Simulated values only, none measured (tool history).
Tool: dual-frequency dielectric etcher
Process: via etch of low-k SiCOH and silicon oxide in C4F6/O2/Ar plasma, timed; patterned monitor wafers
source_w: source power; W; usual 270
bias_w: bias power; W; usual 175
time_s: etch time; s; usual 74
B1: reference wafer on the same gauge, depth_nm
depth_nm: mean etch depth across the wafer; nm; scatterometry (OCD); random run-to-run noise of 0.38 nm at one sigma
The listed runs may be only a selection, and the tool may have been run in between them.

run 1 day=0 | source_w=270 bias_w=208 time_s=63 | B1=210.2 | depth_nm=159.4
-- day=1.9 wet clean of the chamber
run 2 day=2.758 | source_w=270 bias_w=208 time_s=63 | B1=210.1 | depth_nm=161.2
-- day=5.838 upper electrode replaced
run 3 day=5.858 | source_w=270 bias_w=208 time_s=63 | B1=210.1 | depth_nm=160.4
run 4 day=12.121 | source_w=270 bias_w=175 time_s=84.5 | B1=210.1 | depth_nm=197.8
run 5 day=16.362 | source_w=270 bias_w=175 time_s=84.5 | B1=209.9 | depth_nm=198
-- day=16.75 source power generator calibrated
-- day=28.321 wet clean of the chamber
run 6 day=28.867 | source_w=270 bias_w=175 time_s=81.5 | B1=210 | depth_nm=198.5
run 7 day=30.629 | source_w=270 bias_w=212 time_s=74 | B1=210.1 | depth_nm=195.7
run 8 day=34.075 | source_w=270 bias_w=175 time_s=74 | B1=210.1 | depth_nm=180.3
run 9 day=35.792 | source_w=270 bias_w=175 time_s=74 | B1=209.8 | depth_nm=178.8
run 10 day=37.979 | source_w=270 bias_w=175 time_s=74 | B1=209.9 | depth_nm=179.2
run 11 day=39.612 | source_w=220 bias_w=175 time_s=74 | B1=210.1 | depth_nm=164.7
-- day=40.242 bias power generator calibrated
run 12 day=41.262 | source_w=270 bias_w=175 time_s=64 | B1=210.1 | depth_nm=155
run 13 day=44.767 | source_w=270 bias_w=175 time_s=74 | B1=210 | depth_nm=178.5
run 14 day=47.225 | source_w=230 bias_w=175 time_s=63.5 | B1=210.1 | depth_nm=143.8
run 15 day=51.604 | source_w=270 bias_w=175 time_s=52.5 | B1=210 | depth_nm=125.9
-- day=52.554 gauge calibrated
run 16 day=54.588 | source_w=270 bias_w=140 time_s=65 | B1=210 | depth_nm=141.4
-- day=56.925 wet clean of the chamber
run 17 day=58.15 | source_w=270 bias_w=175 time_s=74 | B1=210 | depth_nm=179.5
run 18 day=61.825 | source_w=270 bias_w=175 time_s=74 | B1=209.9 | depth_nm=179.6
run 19 day=63.371 | source_w=210 bias_w=175 time_s=56.5 | B1=210.1 | depth_nm=123.7
run 20 day=66.788 | source_w=270 bias_w=175 time_s=74 | B1=210 | depth_nm=178.1
run 21 day=69.342 | source_w=200 bias_w=134 time_s=74 | B1=210.1 | depth_nm=140.6
run 22 day=73.325 | source_w=320 bias_w=154 time_s=74 | B1=210 | depth_nm=180.2
run 23 day=75.729 | source_w=310 bias_w=161 time_s=90 | B1=209.9 | depth_nm=220.2
run 24 day=79.892 | source_w=270 bias_w=133 time_s=74 | B1=210 | depth_nm=157
-- day=83.758 wet clean of the chamber
run 25 day=83.779 | source_w=270 bias_w=145 time_s=74 | B1=209.9 | depth_nm=164.8
run 26 day=93.683 | source_w=270 bias_w=175 time_s=74 | B1=210.2 | depth_nm=177.8
run 27 day=97.712 | source_w=270 bias_w=217 time_s=57 | B1=210.1 | depth_nm=149.8
run 28 day=99.325 | source_w=270 bias_w=186 time_s=92 | B1=210 | depth_nm=225.5
run 29 day=102.329 | source_w=240 bias_w=175 time_s=74 | B1=210.1 | depth_nm=168.5

Hidden state or all else? Some run-to-run changes of depth_nm, split into what the settings, what came in and random variation would give without the hidden state, and what is left for the hidden state (with any gauge scatter that isn't in both results):
Hidden state present: etch rate over this chamber's usual, %; source power that arrives over what is set, %; bias power that arrives over what is set, %; gauge reads high (%).
Run 3 -> 4: bias_w 208 -> 175, time_s 63 -> 84.5. depth_nm +37.4 nm: hidden state -2.3, all else +39.7.
Run 5 -> 6: time_s 84.5 -> 81.5, source power generator calibrated, wet clean of the chamber. depth_nm +0.5 nm: hidden state +8.3, all else -7.8.
Run 23 -> 24: source_w 310 -> 270, bias_w 161 -> 133, time_s 90 -> 74. depth_nm -63.2 nm: hidden state +0.5, all else -63.7.
Run 27 -> 28: bias_w 217 -> 186, time_s 57 -> 92. depth_nm +75.7 nm: hidden state -1.5, all else +77.2.
